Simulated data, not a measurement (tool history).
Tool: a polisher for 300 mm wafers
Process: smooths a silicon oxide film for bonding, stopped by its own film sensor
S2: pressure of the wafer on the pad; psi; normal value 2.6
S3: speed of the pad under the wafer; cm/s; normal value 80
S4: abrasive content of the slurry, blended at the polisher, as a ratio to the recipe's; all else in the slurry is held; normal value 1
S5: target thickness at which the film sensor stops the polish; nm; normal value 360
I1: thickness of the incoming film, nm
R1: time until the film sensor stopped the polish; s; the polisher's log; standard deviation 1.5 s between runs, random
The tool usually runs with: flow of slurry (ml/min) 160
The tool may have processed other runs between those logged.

Run 1, hour 0: usual settings but S5 345 nm; I1 448.9. Result: R1 134.9 s.
Run 2, hour 21.9: usual settings but S5 345 nm; I1 440.8. Result: R1 127.6 s.
Run 3, hour 35.7: usual settings; I1 451.1. Result: R1 123.6 s.
At hour 67.4: slurry blender recalibrated.
Run 4, hour 69.9: usual settings; I1 448.9. Result: R1 101.5 s.
At hour 78.5: worn pad replaced by a new one.
Run 5, hour 90: usual settings but S2 2.2 psi; I1 444.8. Result: R1 117.2 s.
Run 6, hour 114: usual settings but S3 70 cm/s; I1 441.4. Result: R1 107.8 s.
Run 7, hour 146.2: usual settings but S3 70 cm/s; I1 456.5. Result: R1 134.3 s.
Run 8, hour 181.3: usual settings; I1 444.4. Result: R1 107.1 s.
At hour 212: worn pad replaced by a new one.
Run 9, hour 212.4: usual settings but S4 0.8; I1 447. Result: R1 132.8 s.
Run 10, hour 233: usual settings but S4 0.8; I1 449.4. Result: R1 137.1 s.
At hour 254.4: slurry blender recalibrated.
Run 11, hour 312.4: usual settings; I1 442.3. Result: R1 102.5 s.
Run 12, hour 335.9: usual settings; I1 445.5. Result: R1 106.3 s.
At hour 357.5: worn pad replaced by a new one.
Run 13, hour 443.5: usual settings but S2 2.9 psi; I1 452.8. Result: R1 122.5 s.
Run 14, hour 459.4: usual settings but S2 2.9 psi; I1 445.4. Result: R1 110.8 s.
At hour 475.3: slurry blender recalibrated.
Run 15, hour 475.8: usual settings but flow of slurry (ml/min) 200; I1 440.8. Result: R1 92.5 s.
Run 16, hour 489: usual settings; I1 458.3. Result: R1 118.4 s.
At hour 499.8: worn pad replaced by a new one.
Run 17, hour 520.1: usual settings but flow of slurry (ml/min) 195, S3 94 cm/s, S5 385 nm; I1 439.5. Result: R1 58.8 s.
Run 18, hour 551.8: usual settings but flow of slurry (ml/min) 190; I1 459.2. Result: R1 120.4 s.
Run 19, hour 586.8: usual settings but S2 3.3 psi, S4 1.2; I1 450.4. Result: R1 85.1 s.
At hour 599.6: head pressure recalibrated.
Run 20, hour 610.8: usual settings but S2 3.4 psi, S3 62 cm/s, S5 369 nm; I1 447. Result: R1 103.9 s.
At hour 617.1: slurry nozzle cleaned.
Run 21, hour 632.7: usual settings; I1 446.4. Result: R1 109.9 s.
At hour 654.1: worn pad replaced by a new one.
Run 22, hour 665.6: usual settings but flow of slurry (ml/min) 210, S2 2.9 psi, S4 1.25, S5 387 nm; I1 451.6. Result: R1 67.2 s.
Run 23, hour 678.5: usual settings but flow of slurry (ml/min) 180, S3 90 cm/s, S4 1.2; I1 447. Result: R1 96.7 s.
Run 24, hour 701.4: usual settings; I1 450.7. Result: R1 124.3 s.
At hour 706.4: slurry blender recalibrated.
Run 25, hour 722.3: usual settings but flow of slurry (ml/min) 105, S2 3.3 psi, S3 96 cm/s, S4 0.7; I1 447.2. Result: R1 88.6 s.
Run 26, hour 746.1: usual settings but flow of slurry (ml/min) 210, S2 2.9 psi, S4 1.25, S5 387 nm; I1 454.2. Result: R1 60 s.
Run 27, hour 763.5: usual settings but flow of slurry (ml/min) 205, S3 100 cm/s, S5 343 nm; I1 448.5. Result: R1 100.9 s.
Run 28, hour 777.6: usual settings but S3 60 cm/s, S4 1.2, S5 343 nm; I1 450.6. Result: R1 148.3 s.

Each run again, without the hidden state but with its own random variation kept:
Hidden state present: removal rate lost through wear of the pad, %; slurry flow missing at the pad, %; deviation of the head's pressure from its setpoint, %; abrasive missing from the slurry, %.
run     R1
  1  114.1
  2  105.1
  3  100.1
  4   97.1
  5  110.3
  6   99.3
  7  119.9
  8   92.2
  9  108.6
 10    109
 11   91.8
 12   92.9
 13   94.3
 14   83.4
 15   86.4
 16  107.8
 17   52.7
 18  104.6
 19   70.9
 20   83.5
 21   95.4
 22   57.2
 23   80.8
 24   98.8
 25   84.6
 26   57.1
 27   93.9
 28  136.9

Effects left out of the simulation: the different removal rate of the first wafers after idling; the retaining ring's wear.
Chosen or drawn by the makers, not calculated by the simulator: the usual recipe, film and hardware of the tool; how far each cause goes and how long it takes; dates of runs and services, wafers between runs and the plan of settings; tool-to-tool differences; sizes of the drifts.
